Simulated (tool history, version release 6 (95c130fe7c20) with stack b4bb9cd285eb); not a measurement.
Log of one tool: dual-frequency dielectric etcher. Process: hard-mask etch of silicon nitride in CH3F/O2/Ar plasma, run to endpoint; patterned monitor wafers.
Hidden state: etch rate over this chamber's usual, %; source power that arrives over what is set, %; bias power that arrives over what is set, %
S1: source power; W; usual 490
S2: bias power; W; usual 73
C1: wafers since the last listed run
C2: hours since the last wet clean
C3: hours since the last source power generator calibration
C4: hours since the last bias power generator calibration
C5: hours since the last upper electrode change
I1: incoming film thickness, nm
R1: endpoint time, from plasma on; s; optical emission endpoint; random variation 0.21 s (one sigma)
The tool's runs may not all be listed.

run 1 day=0.000 | S1=490 S2=73 | C1=0 C2=93.9 C3=3147.8 C4=1911.2 C5=3157.4 | I1=34.75 | R1=52.7
run 2 day=1.000 | S1=490 S2=73 | C1=355 C2=117.9 C3=3171.8 C4=1935.2 C5=3181.4 | I1=34.70 | R1=52.4
run 3 day=3.938 | S1=490 S2=73 | C1=1044 C2=188.4 C3=3242.3 C4=2005.7 C5=3251.9 | I1=35.07 | R1=53.6
run 4 day=8.096 | S1=580 S2=73 | C1=1479 C2=288.2 C3=3342.1 C4=2105.5 C5=3351.7 | I1=35.07 | R1=48.9
run 5 day=9.821 | S1=580 S2=73 | C1=613 C2=329.6 C3=3383.5 C4=2146.9 C5=3393.1 | I1=34.84 | R1=48.8
-- day=12.104 upper electrode replaced
run 6 day=12.125 | S1=490 S2=73 | C1=463 C2=384.9 C3=3438.8 C4=2202.2 C5=0.5 | I1=34.93 | R1=54.6
run 7 day=14.321 | S1=490 S2=73 | C1=781 C2=437.6 C3=3491.5 C4=2254.9 C5=53.2 | I1=35.25 | R1=55.3
-- day=16.479 wet clean of the chamber
run 8 day=16.500 | S1=490 S2=73 | C1=419 C2=0.5 C3=3543.8 C4=2307.2 C5=105.5 | I1=34.95 | R1=53.0
run 9 day=17.554 | S1=490 S2=73 | C1=375 C2=25.8 C3=3569.1 C4=2332.5 C5=130.8 | I1=35.11 | R1=53.1
run 10 day=19.250 | S1=490 S2=73 | C1=603 C2=66.5 C3=3609.8 C4=2373.2 C5=171.5 | I1=34.73 | R1=52.7
run 11 day=20.271 | S1=490 S2=73 | C1=363 C2=91.0 C3=3634.3 C4=2397.7 C5=196.0 | I1=34.89 | R1=53.0
run 12 day=28.967 | S1=490 S2=73 | C1=3093 C2=299.7 C3=3843.0 C4=2606.4 C5=404.7 | I1=35.14 | R1=54.8
run 13 day=31.892 | S1=490 S2=73 | C1=1040 C2=369.9 C3=3913.2 C4=2676.6 C5=474.9 | I1=34.76 | R1=54.3
run 14 day=33.525 | S1=580 S2=73 | C1=581 C2=409.1 C3=3952.4 C4=2715.8 C5=514.1 | I1=34.53 | R1=49.4
run 15 day=35.354 | S1=490 S2=79 | C1=650 C2=453.0 C3=3996.3 C4=2759.7 C5=558.0 | I1=35.12 | R1=53.9
-- day=35.567 source power generator calibrated
-- day=38.738 wet clean of the chamber
run 16 day=38.758 | S1=490 S2=91 | C1=795 C2=0.5 C3=76.6 C4=2841.4 C5=639.7 | I1=34.67 | R1=46.6
run 17 day=40.250 | S1=580 S2=63 | C1=530 C2=36.3 C3=112.4 C4=2877.2 C5=675.5 | I1=34.99 | R1=50.1
-- day=41.571 bias power generator calibrated
run 18 day=41.925 | S1=490 S2=73 | C1=536 C2=76.5 C3=152.6 C4=8.5 C5=715.7 | I1=35.17 | R1=52.6
run 19 day=44.108 | S1=390 S2=68 | C1=776 C2=128.9 C3=205.0 C4=60.9 C5=768.1 | I1=35.05 | R1=62.7
run 20 day=46.850 | S1=490 S2=67 | C1=975 C2=194.7 C3=270.8 C4=126.7 C5=833.9 | I1=34.84 | R1=54.6
run 21 day=49.367 | S1=580 S2=63 | C1=895 C2=255.1 C3=331.2 C4=187.1 C5=894.3 | I1=34.82 | R1=51.0
run 22 day=51.521 | S1=430 S2=68 | C1=766 C2=306.8 C3=382.9 C4=238.8 C5=946.0 | I1=34.84 | R1=59.5
run 23 day=53.367 | S1=410 S2=73 | C1=656 C2=351.1 C3=427.2 C4=283.1 C5=990.3 | I1=34.91 | R1=59.6
run 24 day=55.162 | S1=430 S2=86 | C1=638 C2=394.2 C3=470.3 C4=326.2 C5=1033.4 | I1=34.98 | R1=54.3
-- day=57.433 wet clean of the chamber
run 25 day=63.879 | S1=430 S2=87 | C1=2745 C2=154.7 C3=679.5 C4=535.4 C5=1242.6 | I1=34.85 | R1=52.4
run 26 day=66.850 | S1=400 S2=78 | C1=1056 C2=226.0 C3=750.8 C4=606.7 C5=1313.9 | I1=35.29 | R1=59.0
run 27 day=68.667 | S1=520 S2=89 | C1=646 C2=269.6 C3=794.4 C4=650.3 C5=1357.5 | I1=35.10 | R1=47.2
run 28 day=71.621 | S1=490 S2=65 | C1=1050 C2=340.5 C3=865.3 C4=721.2 C5=1428.4 | I1=35.04 | R1=56.2
run 29 day=73.146 | S1=490 S2=73 | C1=542 C2=377.1 C3=901.9 C4=757.8 C5=1465.0 | I1=35.07 | R1=53.2
run 30 day=75.800 | S1=440 S2=79 | C1=944 C2=440.8 C3=965.6 C4=821.5 C5=1528.7 | I1=35.28 | R1=55.9
run 31 day=77.646 | S1=490 S2=57 | C1=656 C2=485.1 C3=1009.9 C4=865.8 C5=1573.0 | I1=35.00 | R1=59.8
-- day=79.662 wet clean of the chamber
run 32 day=79.683 | S1=540 S2=63 | C1=369 C2=0.5 C3=1058.8 C4=914.7 C5=1621.9 | I1=34.95 | R1=51.9
run 33 day=80.592 | S1=610 S2=89 | C1=323 C2=22.3 C3=1080.6 C4=936.5 C5=1643.7 | I1=34.85 | R1=41.9
run 34 day=81.725 | S1=390 S2=91 | C1=403 C2=49.5 C3=1107.8 C4=963.7 C5=1670.9 | I1=34.76 | R1=54.4
run 35 day=83.592 | S1=490 S2=73 | C1=664 C2=94.3 C3=1152.6 C4=1008.5 C5=1715.7 | I1=34.64 | R1=51.7
run 36 day=84.725 | S1=490 S2=73 | C1=403 C2=121.5 C3=1179.8 C4=1035.7 C5=1742.9 | I1=35.17 | R1=52.7

3 ways to go on from here, each from the tool as it stands after run 36. What would each give?
run A day=84.742 | S1=440 S2=73 | C1=5 C2=121.9 C3=1180.2 C4=1036.1 C5=1743.3 | I1=34.76 | R1=?
run B day=84.742 | S1=380 S2=81 | C1=5 C2=121.9 C3=1180.2 C4=1036.1 C5=1743.3 | I1=34.76 | R1=?
run C day=84.742 | S1=410 S2=79 | C1=5 C2=121.9 C3=1180.2 C4=1036.1 C5=1743.3 | I1=34.76 | R1=?

run=A R1=55.6
run=B R1=58.7
run=C R1=56.3
Without the tool's hidden state the same runs would have given:
run=A R1=54.6
run=B R1=57.6
run=C R1=55.3

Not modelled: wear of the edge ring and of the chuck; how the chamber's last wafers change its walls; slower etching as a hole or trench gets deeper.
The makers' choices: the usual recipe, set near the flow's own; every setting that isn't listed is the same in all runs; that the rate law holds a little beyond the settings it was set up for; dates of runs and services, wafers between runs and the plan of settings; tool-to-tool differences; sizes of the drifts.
